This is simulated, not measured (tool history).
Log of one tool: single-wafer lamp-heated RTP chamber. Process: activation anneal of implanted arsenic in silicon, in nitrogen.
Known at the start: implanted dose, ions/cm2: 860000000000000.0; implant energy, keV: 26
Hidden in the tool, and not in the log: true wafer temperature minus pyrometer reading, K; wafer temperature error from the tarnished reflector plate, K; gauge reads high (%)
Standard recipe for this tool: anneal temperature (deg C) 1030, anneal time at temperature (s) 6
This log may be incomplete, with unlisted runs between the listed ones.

| run | hour | anneal temperature (deg C) | anneal time at temperature (s) | wafers since the last listed run | wafers since the last pyrometer calibration | wafers since the reflector plate was cleaned | hours since the gauge calibration | read-back reference wafer on the same gauge, sheet resistance | sheet resistance of the implanted and annealed layer (ohm/square) |
|---|---|---|---|---|---|---|---|---|---|
| 1 | 0.0 | 1037 | 7 | 0 | 5467 | 6062 | 238.7 | 149.03 | 154.49 |
|  | 15.9 | gauge calibrated |
| 2 | 16.6 | 1037 | 7 | 248 | 5716 | 6310 | 0.7 | 149.02 | 154.49 |
| 3 | 24.8 | 1037 | 7 | 122 | 5838 | 6433 | 8.9 | 149.00 | 153.83 |
| 4 | 36.3 | 1030 | 6 | 172 | 6011 | 6605 | 20.4 | 148.99 | 156.27 |
| 5 | 45.6 | 1030 | 6 | 139 | 6150 | 6744 | 29.7 | 148.98 | 156.27 |
| 6 | 60.3 | 1030 | 6 | 220 | 6370 | 6964 | 44.4 | 148.97 | 156.13 |
| 7 | 70.6 | 1030 | 6 | 154 | 6524 | 7118 | 54.7 | 149.05 | 156.18 |
| 8 | 78.0 | 1030 | 4 | 110 | 6635 | 7229 | 62.1 | 149.01 | 158.71 |
| 9 | 93.0 | 1030 | 4 | 224 | 6859 | 7454 | 77.1 | 149.14 | 158.63 |
| 10 | 100.9 | 1011 | 6 | 118 | 6977 | 7572 | 85.0 | 148.93 | 159.49 |
| 11 | 114.8 | 1011 | 6 | 208 | 7185 | 7780 | 98.9 | 149.04 | 159.16 |
|  | 132.9 | pyrometer window cleaned and pyrometer calibrated |
| 12 | 133.4 | 1011 | 6 | 158 | 7 | 7939 | 117.5 | 149.00 | 161.03 |
| 13 | 141.2 | 1037 | 7 | 116 | 124 | 8055 | 125.3 | 149.04 | 155.70 |
| 14 | 153.2 | 1050 | 6 | 179 | 304 | 8235 | 137.3 | 149.01 | 154.06 |
| 15 | 169.3 | 1046 | 6 | 240 | 545 | 8476 | 153.4 | 148.96 | 154.92 |
| 16 | 182.9 | 1058 | 8 | 203 | 748 | 8679 | 167.0 | 148.99 | 151.42 |
| 17 | 197.8 | 1019 | 4 | 223 | 971 | 8902 | 181.9 | 148.97 | 163.07 |
|  | 206.1 | reflector plate cleaned |
| 18 | 206.6 | 1030 | 7 | 11 | 983 | 7 | 190.7 | 149.04 | 156.07 |
|  | 238.1 | gauge calibrated |
| 19 | 243.1 | 1053 | 8 | 546 | 1529 | 554 | 5.0 | 148.94 | 152.01 |
| 20 | 256.2 | 1001 | 3 | 196 | 1725 | 750 | 18.1 | 149.04 | 168.66 |
| 21 | 268.5 | 1030 | 6 | 184 | 1910 | 934 | 30.4 | 148.94 | 157.40 |
| 22 | 281.3 | 1037 | 7 | 191 | 2101 | 1125 | 43.2 | 149.04 | 154.92 |
| 23 | 289.7 | 1030 | 6 | 125 | 2227 | 1251 | 51.6 | 149.02 | 157.41 |
| 24 | 301.6 | 1030 | 5 | 178 | 2405 | 1429 | 63.5 | 149.04 | 158.78 |

What if the next run were any one of these 5? Each begins from the tool's condition after run 24:
| A | 302.0 | 1030 | 8 | 5 | 2411 | 1435 | 63.9 | ? | ? |
| B | 302.0 | 1056 | 9 | 5 | 2411 | 1435 | 63.9 | ? | ? |
| C | 302.0 | 1020 | 6 | 5 | 2411 | 1435 | 63.9 | ? | ? |
| D | 302.0 | 1030 | 9 | 5 | 2411 | 1435 | 63.9 | ? | ? |
| E | 302.0 | 1005 | 7 | 5 | 2411 | 1435 | 63.9 | ? | ? |

| run | read-back reference wafer on the same gauge, sheet resistance | sheet resistance of the implanted and annealed layer (ohm/square) |
|---|---|---|
| A | 148.96 | 155.42 |
| B | 148.96 | 150.83 |
| C | 148.96 | 159.17 |
| D | 148.96 | 154.63 |
| E | 148.96 | 161.00 |
Stripped of hidden state, with their random variation kept, the same runs would have yielded:
| run | sheet resistance of the implanted and annealed layer (ohm/square) |
|---|---|
| A | 156.02 |
| B | 151.36 |
| C | 159.89 |
| D | 155.22 |
| E | 161.80 |
